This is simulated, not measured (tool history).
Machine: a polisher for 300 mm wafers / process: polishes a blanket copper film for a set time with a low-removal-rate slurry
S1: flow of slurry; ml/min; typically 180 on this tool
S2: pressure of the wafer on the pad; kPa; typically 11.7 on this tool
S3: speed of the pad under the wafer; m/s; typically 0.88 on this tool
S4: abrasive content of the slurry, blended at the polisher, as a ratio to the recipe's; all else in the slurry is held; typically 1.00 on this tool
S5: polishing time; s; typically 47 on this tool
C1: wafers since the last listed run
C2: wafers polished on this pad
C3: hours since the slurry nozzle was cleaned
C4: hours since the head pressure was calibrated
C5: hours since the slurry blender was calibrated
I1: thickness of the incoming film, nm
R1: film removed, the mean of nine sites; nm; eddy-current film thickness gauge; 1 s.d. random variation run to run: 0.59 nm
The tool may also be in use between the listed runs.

run,hour,S1,S2,S3,S4,S5,C1,C2,C3,C4,C5,I1,R1
1,0.0,180,11.7,0.88,1.00,47,0,1658,579.1,249.2,318.9,991.6,68.6
2,53.4,180,11.7,0.88,1.00,47,627,2285,632.5,302.6,372.3,988.2,67.6
# hour 66.4: slurry blender recalibrated
3,78.2,180,11.7,0.88,1.00,47,268,2553,657.3,327.4,11.8,973.6,66.6
4,133.4,180,11.7,0.88,0.85,47,648,3202,712.5,382.6,67.0,990.7,65.1
5,180.6,180,11.7,0.88,1.00,47,554,3757,759.7,429.8,114.2,993.8,66.7
# hour 213.1: slurry nozzle cleaned
# hour 214.7: worn pad replaced by a new one
6,239.6,180,12.4,0.88,1.00,47,662,292,26.5,488.8,173.2,973.7,71.4
7,282.6,180,12.4,0.88,1.00,47,505,797,69.5,531.8,216.2,999.5,70.1
8,335.9,180,12.4,0.88,1.00,47,626,1424,122.8,585.1,269.5,995.5,71.4
9,366.7,180,10.3,0.88,1.00,47,362,1786,153.6,615.9,300.3,994.5,59.2
10,411.1,180,10.3,0.88,1.00,47,521,2308,198.0,660.3,344.7,971.5,58.8
# hour 425.5: slurry blender recalibrated
11,471.9,230,11.7,0.88,0.85,47,691,2999,258.8,721.1,46.4,995.4,66.1
12,503.8,180,9.7,0.88,0.80,62,375,3374,290.7,753.0,78.3,972.5,68.0
13,544.7,180,8.3,0.88,1.00,47,480,3855,331.6,793.9,119.2,993.1,46.5
14,592.0,245,11.7,1.10,0.80,51,556,4411,378.9,841.2,166.5,970.1,90.0
15,617.2,180,11.7,0.88,1.10,47,296,4707,404.1,866.4,191.7,992.6,66.4
# hour 632.9: worn pad replaced by a new one
16,656.5,180,14.5,0.62,1.10,47,414,277,443.4,905.7,231.0,986.9,58.2
# hour 770.9: head pressure recalibrated
17,788.7,180,11.7,0.76,0.85,60,1530,1808,575.6,17.8,363.2,971.5,68.3
18,813.1,180,11.7,0.88,1.00,47,286,2094,600.0,42.2,387.6,1002.1,63.5
# hour 852.2: slurry blender recalibrated
19,874.6,180,11.7,0.88,1.00,41,699,2794,661.5,103.7,22.4,998.6,55.6
# hour 917.6: slurry nozzle cleaned
20,943.8,180,11.7,0.88,1.00,47,801,3596,26.2,172.9,91.6,996.4,63.3
21,983.6,155,11.7,0.70,1.00,47,467,4063,66.0,212.7,131.4,995.8,49.3
# hour 1002.9: worn pad replaced by a new one
22,1024.8,225,11.7,0.88,1.00,47,437,257,107.2,253.9,172.6,1004.8,64.8
23,1074.0,180,8.3,0.80,1.00,47,578,835,156.4,303.1,221.8,986.9,40.4
24,1129.6,180,11.7,0.88,1.25,47,653,1489,212.0,358.7,277.4,992.8,65.6
# hour 1170.3: head pressure recalibrated, repeated, since the last time left the tool worse
25,1175.4,180,11.7,0.88,1.00,47,514,2004,257.8,5.1,323.2,998.1,67.5
26,1223.1,180,11.7,0.88,1.00,47,560,2564,305.5,52.8,370.9,981.8,68.6
27,1257.2,180,8.3,0.64,1.30,47,400,2965,339.6,86.9,405.0,989.8,36.4
# hour 1289.6: slurry blender recalibrated
# hour 1403.3: worn pad replaced by a new one
28,1464.5,150,11.7,0.76,1.10,34,2366,719,546.9,294.2,174.9,996.9,42.0
29,1489.7,180,8.3,0.88,0.90,47,296,1015,572.1,319.4,200.1,1007.2,46.9
30,1529.4,180,13.8,0.88,1.00,33,466,1482,611.8,359.1,239.8,1001.3,55.4
31,1601.4,180,11.7,0.88,1.00,47,846,2328,683.8,431.1,311.8,979.4,67.6

Measured less the same run without the tool's hidden state. The same run-to-run variation is in both; the gauge's scatter may not be:
Hidden state at play: removal rate lost through wear of the pad, %; slurry flow missing at the pad, %; deviation of the head's pressure from its setpoint, %; abrasive missing from the slurry, %.
run,R1
1,-0.8
2,-0.9
3,-1.0
4,-1.0
5,-1.2
6,-1.5
7,-1.6
8,-1.7
9,-1.5
10,-1.6
11,-1.9
12,-2.1
13,-1.5
14,-3.1
15,-2.3
16,-2.1
17,-4.7
18,-4.4
19,-4.0
20,-4.7
21,-3.8
22,-5.1
23,-3.2
24,-5.4
25,-0.2
26,-0.3
27,-0.2
28,-0.6
29,-0.7
30,-0.9
31,-1.3
